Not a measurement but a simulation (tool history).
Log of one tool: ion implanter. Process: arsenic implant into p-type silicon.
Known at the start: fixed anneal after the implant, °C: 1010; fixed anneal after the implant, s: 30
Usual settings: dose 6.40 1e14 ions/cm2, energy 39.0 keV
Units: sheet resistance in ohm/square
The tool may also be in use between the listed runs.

run   hour  dose  energy  wafers since the last listed run  hours since the last dose calibration  hours since the extraction supply was calibrated  hours since the gauge calibration  read-back reference wafer on the same gauge, sheet resistance  sheet resistance
  1    0.0  6.40    39.0                                 0                                  810.6                                            1946.6                               19.2                                                         192.02            162.59
  2    6.2  6.40    39.0                               142                                  816.8                                            1952.8                               25.4                                                         192.04            162.36
  3   16.6  6.40    39.0                               238                                  827.2                                            1963.2                               35.8                                                         192.02            162.18
  4   25.5  5.44    39.0                               204                                  836.1                                            1972.1                               44.7                                                         191.97            183.91
  5   34.1  5.44    39.0                               197                                  844.7                                            1980.7                               53.3                                                         192.09            183.13
  6   41.7  6.40    39.0                               174                                  852.3                                            1988.3                               60.9                                                         192.05            161.69
  7   55.7  6.40    39.0                               321                                  866.3                                            2002.3                               74.9                                                         192.05            161.71
  8   71.1  7.05    26.5                               353                                  881.7                                            2017.7                               90.3                                                         192.02            160.25
  9   77.4  8.19    45.0                               144                                  888.0                                            2024.0                               96.6                                                         192.01            131.45
 10   84.7  7.86    39.0                               167                                  895.3                                            2031.3                              103.9                                                         192.00            138.44
      90.1  -- gauge calibrated
      94.6  -- extraction supply calibrated
     103.4  -- Faraday cup replaced and dose calibrated
 11  103.9  6.40    39.0                                73                                    0.5                                               9.3                               13.8                                                         192.05            168.36
 12  114.6  4.66    39.0                               245                                   11.2                                              20.0                               24.5                                                         192.02            214.48
 13  121.3  4.56    50.0                               153                                   17.9                                              26.7                               31.2                                                         191.98            211.40
 14  134.8  7.98    50.5                               309                                   31.4                                              40.2                               44.7                                                         192.07            137.16

5 ways to go on from here, each from the tool as it stands after run 14. What would each give?
  A  135.2  6.40    39.0                                 9                                   31.8                                              40.6                               45.1                                                              ?                 ?
  B  135.2  6.40    33.0                                 9                                   31.8                                              40.6                               45.1                                                              ?                 ?
  C  135.2  5.21    45.5                                 9                                   31.8                                              40.6                               45.1                                                              ?                 ?
  D  135.2  4.48    52.0                                 9                                   31.8                                              40.6                               45.1                                                              ?                 ?
  E  135.2  7.55    39.0                                 9                                   31.8                                              40.6                               45.1                                                              ?                 ?

run  read-back reference wafer on the same gauge, sheet resistance  sheet resistance
  A                                                         192.03            168.72
  B                                                         192.03            173.07
  C                                                         192.03            193.31
  D                                                         192.03            213.33
  E                                                         192.03            148.93
Without the tool's hidden state the same runs would have given:
run  sheet resistance
  A            168.70
  B            173.06
  C            193.29
  D            213.31
  E            148.92

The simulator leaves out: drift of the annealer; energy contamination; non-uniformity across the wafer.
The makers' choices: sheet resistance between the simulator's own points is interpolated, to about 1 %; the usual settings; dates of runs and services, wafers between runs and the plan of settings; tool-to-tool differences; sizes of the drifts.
